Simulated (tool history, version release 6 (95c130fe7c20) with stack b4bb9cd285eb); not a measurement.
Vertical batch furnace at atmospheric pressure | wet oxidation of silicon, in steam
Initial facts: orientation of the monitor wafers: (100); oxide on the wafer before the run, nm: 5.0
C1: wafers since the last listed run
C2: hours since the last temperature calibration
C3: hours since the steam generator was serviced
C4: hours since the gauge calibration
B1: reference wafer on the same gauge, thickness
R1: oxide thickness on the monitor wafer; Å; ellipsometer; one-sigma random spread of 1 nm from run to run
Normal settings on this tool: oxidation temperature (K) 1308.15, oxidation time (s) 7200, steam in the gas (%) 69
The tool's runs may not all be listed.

run 1 day=0 | oxidation_temperature_(K)=1308.15 oxidation_time_(s)=7200 steam_in_the_gas_(%)=69 | C1=0 C2=2082.1 C3=2624 C4=172.5 | B1=704.28 | R1=6346.3
run 2 day=0.692 | oxidation_temperature_(K)=1308.15 oxidation_time_(s)=7200 steam_in_the_gas_(%)=69 | C1=141 C2=2098.7 C3=2640.6 C4=189.1 | B1=703.54 | R1=6349.4
run 3 day=1.529 | oxidation_temperature_(K)=1317.15 oxidation_time_(s)=7200 steam_in_the_gas_(%)=69 | C1=171 C2=2118.8 C3=2660.7 C4=209.2 | B1=704 | R1=6637.8
run 4 day=2.296 | oxidation_temperature_(K)=1317.15 oxidation_time_(s)=7200 steam_in_the_gas_(%)=69 | C1=157 C2=2137.2 C3=2679.1 C4=227.6 | B1=703.64 | R1=6631.8
run 5 day=3.692 | oxidation_temperature_(K)=1317.15 oxidation_time_(s)=7200 steam_in_the_gas_(%)=69 | C1=286 C2=2170.7 C3=2712.6 C4=261.1 | B1=703.8 | R1=6632.6
run 6 day=4.767 | oxidation_temperature_(K)=1324.15 oxidation_time_(s)=7200 steam_in_the_gas_(%)=69 | C1=220 C2=2196.5 C3=2738.4 C4=286.9 | B1=704.15 | R1=6843.9
run 7 day=5.992 | oxidation_temperature_(K)=1324.15 oxidation_time_(s)=7200 steam_in_the_gas_(%)=69 | C1=251 C2=2225.9 C3=2767.8 C4=316.3 | B1=703.47 | R1=6855.5
run 8 day=7.238 | oxidation_temperature_(K)=1324.15 oxidation_time_(s)=7200 steam_in_the_gas_(%)=69 | C1=255 C2=2255.8 C3=2797.7 C4=346.2 | B1=704.22 | R1=6869.7
-- day=8.958 gauge calibrated
run 9 day=11.033 | oxidation_temperature_(K)=1308.15 oxidation_time_(s)=7200 steam_in_the_gas_(%)=69 | C1=778 C2=2346.9 C3=2888.8 C4=49.8 | B1=704.07 | R1=6321.1
run 10 day=11.692 | oxidation_temperature_(K)=1317.15 oxidation_time_(s)=7200 steam_in_the_gas_(%)=69 | C1=135 C2=2362.7 C3=2904.6 C4=65.6 | B1=704.1 | R1=6598.7
run 11 day=12.471 | oxidation_temperature_(K)=1324.15 oxidation_time_(s)=7200 steam_in_the_gas_(%)=69 | C1=159 C2=2381.4 C3=2923.3 C4=84.3 | B1=704.27 | R1=6865.7
run 12 day=13.358 | oxidation_temperature_(K)=1308.15 oxidation_time_(s)=7200 steam_in_the_gas_(%)=58 | C1=182 C2=2402.7 C3=2944.6 C4=105.6 | B1=703.83 | R1=5672.9
-- day=14.533 steam generator serviced
-- day=14.804 thermocouples replaced and temperature profile calibrated
run 13 day=14.825 | oxidation_temperature_(K)=1332.15 oxidation_time_(s)=7200 steam_in_the_gas_(%)=64 | C1=39 C2=0.5 C3=7 C4=140.8 | B1=703.59 | R1=7130.6
run 14 day=15.15 | oxidation_temperature_(K)=1317.15 oxidation_time_(s)=10770 steam_in_the_gas_(%)=69 | C1=66 C2=8.3 C3=14.8 C4=148.6 | B1=703.94 | R1=8782.5
run 15 day=16.612 | oxidation_temperature_(K)=1308.15 oxidation_time_(s)=7200 steam_in_the_gas_(%)=80 | C1=300 C2=43.4 C3=49.9 C4=183.7 | B1=703.54 | R1=7219.7
run 16 day=18.096 | oxidation_temperature_(K)=1308.15 oxidation_time_(s)=7200 steam_in_the_gas_(%)=65 | C1=304 C2=79 C3=85.5 C4=219.3 | B1=703.66 | R1=6364.4
run 17 day=18.704 | oxidation_temperature_(K)=1316.15 oxidation_time_(s)=7200 steam_in_the_gas_(%)=69 | C1=124 C2=93.6 C3=100.1 C4=233.9 | B1=703.7 | R1=6900.5
run 18 day=19.246 | oxidation_temperature_(K)=1323.15 oxidation_time_(s)=7200 steam_in_the_gas_(%)=69 | C1=111 C2=106.6 C3=113.1 C4=246.9 | B1=704.11 | R1=7133.2

How the hidden state differs across the entries between the runs, from the last listed run before each to the first after it:
Run 8 -> run 9: gauge calibrated (day 8.958)
  steam share off its setpoint, % of the setpoint: -7.66 -> -7.87
  measured result minus the result with no hidden state, R1: -329.4 -> -321.7 Å
Run 12 -> run 13: steam generator serviced (day 14.533); thermocouples replaced and temperature profile calibrated (day 14.804)
  steam share off its setpoint, % of the setpoint: -8 -> -0.501
  measured result minus the result with no hidden state, R1: -298.3 -> -20.9 Å
